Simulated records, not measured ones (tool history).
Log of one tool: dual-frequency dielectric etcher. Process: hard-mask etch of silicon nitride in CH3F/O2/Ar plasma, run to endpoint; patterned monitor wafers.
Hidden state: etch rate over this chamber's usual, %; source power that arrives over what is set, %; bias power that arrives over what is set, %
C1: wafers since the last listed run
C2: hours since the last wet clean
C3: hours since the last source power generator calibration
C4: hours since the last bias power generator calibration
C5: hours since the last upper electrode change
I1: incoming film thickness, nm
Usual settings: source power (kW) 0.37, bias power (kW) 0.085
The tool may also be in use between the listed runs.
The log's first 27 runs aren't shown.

run 28 hour=2797.3 | source_power_(kW)=0.42 bias_power_(kW)=0.106 | C1=861 C2=597.6 C3=689.4 C4=515.7 C5=604.9 | I1=30.08 | endpoint_time_(s)=34
-- hour=2856.4 wet clean of the chamber
run 29 hour=2889.9 | source_power_(kW)=0.33 bias_power_(kW)=0.085 | C1=710 C2=33.5 C3=782 C4=608.3 C5=697.5 | I1=30.06 | endpoint_time_(s)=43.8
run 30 hour=2957.8 | source_power_(kW)=0.37 bias_power_(kW)=0.085 | C1=703 C2=101.4 C3=849.9 C4=676.2 C5=765.4 | I1=30.25 | endpoint_time_(s)=41.9
run 31 hour=3045.9 | source_power_(kW)=0.35 bias_power_(kW)=0.085 | C1=912 C2=189.5 C3=938 C4=764.3 C5=853.5 | I1=30.21 | endpoint_time_(s)=42.5
run 32 hour=3096.3 | source_power_(kW)=0.39 bias_power_(kW)=0.091 | C1=522 C2=239.9 C3=988.4 C4=814.7 C5=903.9 | I1=30.04 | endpoint_time_(s)=38.9
run 33 hour=3194.5 | source_power_(kW)=0.3 bias_power_(kW)=0.07 | C1=1017 C2=338.1 C3=1086.6 C4=912.9 C5=1002.1 | I1=30.18 | endpoint_time_(s)=49.5
run 34 hour=3280 | source_power_(kW)=0.37 bias_power_(kW)=0.072 | C1=885 C2=423.6 C3=1172.1 C4=998.4 C5=1087.6 | I1=30.49 | endpoint_time_(s)=44.6
run 35 hour=3347.2 | source_power_(kW)=0.37 bias_power_(kW)=0.078 | C1=696 C2=490.8 C3=1239.3 C4=1065.6 C5=1154.8 | I1=30.14 | endpoint_time_(s)=42.1
run 36 hour=3423.8 | source_power_(kW)=0.37 bias_power_(kW)=0.085 | C1=793 C2=567.4 C3=1315.9 C4=1142.2 C5=1231.4 | I1=30.02 | endpoint_time_(s)=39.9

Forecast each of these 3 alternatives for the next run:
run A hour=3424.2 | source_power_(kW)=0.37 bias_power_(kW)=0.094 | C1=4 C2=567.8 C3=1316.3 C4=1142.6 C5=1231.8 | I1=30.16 | endpoint_time_(s)=?
run B hour=3424.2 | source_power_(kW)=0.42 bias_power_(kW)=0.085 | C1=4 C2=567.8 C3=1316.3 C4=1142.6 C5=1231.8 | I1=30.16 | endpoint_time_(s)=?
run C hour=3424.2 | source_power_(kW)=0.32 bias_power_(kW)=0.065 | C1=4 C2=567.8 C3=1316.3 C4=1142.6 C5=1231.8 | I1=30.16 | endpoint_time_(s)=?

run=A endpoint_time_(s)=38.1
run=B endpoint_time_(s)=38
run=C endpoint_time_(s)=48.7
Without the tool's hidden state the same runs would have given:
run=A endpoint_time_(s)=39.5
run=B endpoint_time_(s)=39.4
run=C endpoint_time_(s)=50.5
